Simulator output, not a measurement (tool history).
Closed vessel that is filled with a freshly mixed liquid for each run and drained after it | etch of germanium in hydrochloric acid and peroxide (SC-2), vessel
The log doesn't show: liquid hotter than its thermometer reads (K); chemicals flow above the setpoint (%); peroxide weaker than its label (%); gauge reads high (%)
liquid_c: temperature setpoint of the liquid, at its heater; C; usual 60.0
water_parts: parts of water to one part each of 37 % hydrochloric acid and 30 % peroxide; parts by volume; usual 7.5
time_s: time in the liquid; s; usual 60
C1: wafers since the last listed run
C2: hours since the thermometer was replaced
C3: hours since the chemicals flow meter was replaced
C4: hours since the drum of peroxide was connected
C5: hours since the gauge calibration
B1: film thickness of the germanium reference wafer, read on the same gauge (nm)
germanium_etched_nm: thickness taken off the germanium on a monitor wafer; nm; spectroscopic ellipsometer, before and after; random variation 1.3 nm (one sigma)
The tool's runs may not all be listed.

run 1 hour=0.0 | liquid_c=60.0 water_parts=7.5 time_s=60 | C1=0 C2=2141.4 C3=359.4 C4=778.1 C5=408.7 | B1=129.99 | germanium_etched_nm=314.78
run 2 hour=71.2 | liquid_c=60.0 water_parts=7.5 time_s=60 | C1=6146 C2=2212.6 C3=430.6 C4=849.3 C5=479.9 | B1=130.00 | germanium_etched_nm=315.10
-- hour=106.5 new drum of peroxide connected
run 3 hour=107.8 | liquid_c=60.0 water_parts=7.5 time_s=60 | C1=3073 C2=2249.2 C3=467.2 C4=1.3 C5=516.5 | B1=130.00 | germanium_etched_nm=316.33
run 4 hour=157.6 | liquid_c=60.0 water_parts=7.5 time_s=60 | C1=4299 C2=2299.0 C3=517.0 C4=51.1 C5=566.3 | B1=130.02 | germanium_etched_nm=315.67
run 5 hour=260.2 | liquid_c=60.0 water_parts=7.5 time_s=60 | C1=8857 C2=2401.6 C3=619.6 C4=153.7 C5=668.9 | B1=130.02 | germanium_etched_nm=317.68
run 6 hour=304.3 | liquid_c=60.0 water_parts=7.5 time_s=60 | C1=3807 C2=2445.7 C3=663.7 C4=197.8 C5=713.0 | B1=130.01 | germanium_etched_nm=315.05
run 7 hour=353.6 | liquid_c=60.0 water_parts=7.5 time_s=60 | C1=4256 C2=2495.0 C3=713.0 C4=247.1 C5=762.3 | B1=129.99 | germanium_etched_nm=315.87
run 8 hour=423.2 | liquid_c=60.0 water_parts=7.5 time_s=60 | C1=6008 C2=2564.6 C3=782.6 C4=316.7 C5=831.9 | B1=130.01 | germanium_etched_nm=320.09
-- hour=451.9 thermometer replaced
run 9 hour=494.3 | liquid_c=60.0 water_parts=7.5 time_s=50 | C1=6051 C2=42.4 C3=853.7 C4=387.8 C5=903.0 | B1=129.99 | germanium_etched_nm=248.40
run 10 hour=536.6 | liquid_c=60.0 water_parts=7.5 time_s=50 | C1=3651 C2=84.7 C3=896.0 C4=430.1 C5=945.3 | B1=130.03 | germanium_etched_nm=248.44
run 11 hour=590.7 | liquid_c=60.0 water_parts=7.5 time_s=60 | C1=4670 C2=138.8 C3=950.1 C4=484.2 C5=999.4 | B1=130.00 | germanium_etched_nm=300.77
run 12 hour=624.7 | liquid_c=60.0 water_parts=7.5 time_s=60 | C1=2935 C2=172.8 C3=984.1 C4=518.2 C5=1033.4 | B1=130.01 | germanium_etched_nm=299.65
run 13 hour=679.5 | liquid_c=67.5 water_parts=10.5 time_s=85 | C1=4730 C2=227.6 C3=1038.9 C4=573.0 C5=1088.2 | B1=130.00 | germanium_etched_nm=507.42
run 14 hour=738.3 | liquid_c=60.0 water_parts=7.5 time_s=60 | C1=5076 C2=286.4 C3=1097.7 C4=631.8 C5=1147.0 | B1=130.00 | germanium_etched_nm=300.13
run 15 hour=762.4 | liquid_c=66.5 water_parts=4.0 time_s=30 | C1=2080 C2=310.5 C3=1121.8 C4=655.9 C5=1171.1 | B1=130.00 | germanium_etched_nm=186.39
run 16 hour=813.3 | liquid_c=60.0 water_parts=7.5 time_s=60 | C1=4394 C2=361.4 C3=1172.7 C4=706.8 C5=1222.0 | B1=130.00 | germanium_etched_nm=300.24
-- hour=837.2 chemicals flow meter replaced
run 17 hour=862.7 | liquid_c=60.0 water_parts=7.5 time_s=60 | C1=4178 C2=410.8 C3=25.5 C4=756.2 C5=1271.4 | B1=130.00 | germanium_etched_nm=300.75
-- hour=864.0 gauge calibrated
-- hour=893.7 new drum of peroxide connected
run 18 hour=912.4 | liquid_c=54.0 water_parts=7.5 time_s=60 | C1=4204 C2=460.5 C3=75.2 C4=18.7 C5=48.4 | B1=130.00 | germanium_etched_nm=253.60
run 19 hour=940.8 | liquid_c=60.0 water_parts=7.5 time_s=70 | C1=2451 C2=488.9 C3=103.6 C4=47.1 C5=76.8 | B1=129.99 | germanium_etched_nm=352.37
run 20 hour=1004.6 | liquid_c=60.0 water_parts=7.5 time_s=60 | C1=5507 C2=552.7 C3=167.4 C4=110.9 C5=140.6 | B1=129.97 | germanium_etched_nm=304.07
run 21 hour=1039.9 | liquid_c=56.5 water_parts=7.5 time_s=60 | C1=3047 C2=588.0 C3=202.7 C4=146.2 C5=175.9 | B1=129.99 | germanium_etched_nm=271.87
run 22 hour=1082.7 | liquid_c=60.0 water_parts=10.5 time_s=35 | C1=3694 C2=630.8 C3=245.5 C4=189.0 C5=218.7 | B1=129.98 | germanium_etched_nm=170.71
run 23 hour=1148.7 | liquid_c=60.0 water_parts=5.5 time_s=35 | C1=5697 C2=696.8 C3=311.5 C4=255.0 C5=284.7 | B1=130.01 | germanium_etched_nm=180.12
run 24 hour=1175.9 | liquid_c=60.0 water_parts=7.5 time_s=60 | C1=2348 C2=724.0 C3=338.7 C4=282.2 C5=311.9 | B1=130.00 | germanium_etched_nm=302.60

4 ways to go on from here, each from the tool as it stands after run 24. What would each give?
run A hour=1176.6 | liquid_c=60.0 water_parts=7.5 time_s=60 | C1=60 C2=724.7 C3=339.4 C4=282.9 C5=312.6 | B1=? | germanium_etched_nm=?
run B hour=1176.6 | liquid_c=66.5 water_parts=7.5 time_s=75 | C1=60 C2=724.7 C3=339.4 C4=282.9 C5=312.6 | B1=? | germanium_etched_nm=?
run C hour=1176.6 | liquid_c=60.0 water_parts=11.5 time_s=75 | C1=60 C2=724.7 C3=339.4 C4=282.9 C5=312.6 | B1=? | germanium_etched_nm=?
run D hour=1176.6 | liquid_c=60.0 water_parts=4.0 time_s=80 | C1=60 C2=724.7 C3=339.4 C4=282.9 C5=312.6 | B1=? | germanium_etched_nm=?

run=A B1=129.99 germanium_etched_nm=303.59
run=B B1=129.99 germanium_etched_nm=458.14
run=C B1=129.99 germanium_etched_nm=363.56
run=D B1=129.99 germanium_etched_nm=415.62
Without the tool's hidden state the same runs would have given:
run=A germanium_etched_nm=296.46
run=B germanium_etched_nm=447.84
run=C germanium_etched_nm=355.19
run=D germanium_etched_nm=405.69
